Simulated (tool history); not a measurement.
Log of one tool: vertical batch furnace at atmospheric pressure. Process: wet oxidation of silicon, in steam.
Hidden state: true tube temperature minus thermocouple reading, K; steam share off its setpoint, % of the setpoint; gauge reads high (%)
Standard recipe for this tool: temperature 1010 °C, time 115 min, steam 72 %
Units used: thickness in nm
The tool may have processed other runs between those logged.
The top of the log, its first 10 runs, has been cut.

run,day,temperature,time,steam,wafers since the last listed run,hours since the last temperature calibration,hours since the steam generator was serviced,hours since the gauge calibration,"read-back reference wafer on the same gauge, thickness",thickness
11,22.288,1010,115,69,731,59.7,2590.2,1224.6,650.05,528.61
12,25.275,996,147.5,72,885,131.4,2661.9,1296.3,650.15,585.46
13,27.808,996,147.5,72,750,192.2,2722.7,1357.1,649.86,584.18
14,30.417,996,147.5,72,773,254.8,2785.3,1419.7,650.67,584.71
15,32.829,1010,115,67,715,312.7,2843.2,1477.6,649.94,519.77
16,33.971,1010,115,69,338,340.1,2870.6,1505,649.63,527.83
17,35.008,1029,73.5,82,307,365,2895.5,1529.9,649.85,497.79
18,37.129,1010,115,77,628,415.9,2946.4,1580.8,649.49,568.67
# day 40.25: gauge calibrated
19,40.388,1010,115,72,965,494.1,3024.6,3.3,650.53,544.32
20,43.167,1010,115,72,823,560.8,3091.3,70,650.26,543.07
21,44.296,1010,65.5,80,334,587.9,3118.4,97.1,649.89,403.8
22,47.083,1010,115,72,826,654.8,3185.3,164,649.61,543.24
# day 48.567: steam generator serviced
23,48.588,1010,85,72,149,690.9,0.5,200.1,650.04,446.97
24,51.246,1022,96.5,80,788,754.7,64.3,263.9,649.87,557.83
25,52.467,1010,115,72,361,784,93.6,293.2,650.37,544.3
26,53.529,1010,130,81,314,809.5,119.1,318.7,650.66,635.85

Predict the results of run 27:
27,54.967,1027,132,72,426,844,153.6,353.2,?,?

read-back reference wafer on the same gauge, thickness: 649.91
thickness: 653.86 nm
With no hidden state in the tool, this same run would have given thickness 653.86 nm.

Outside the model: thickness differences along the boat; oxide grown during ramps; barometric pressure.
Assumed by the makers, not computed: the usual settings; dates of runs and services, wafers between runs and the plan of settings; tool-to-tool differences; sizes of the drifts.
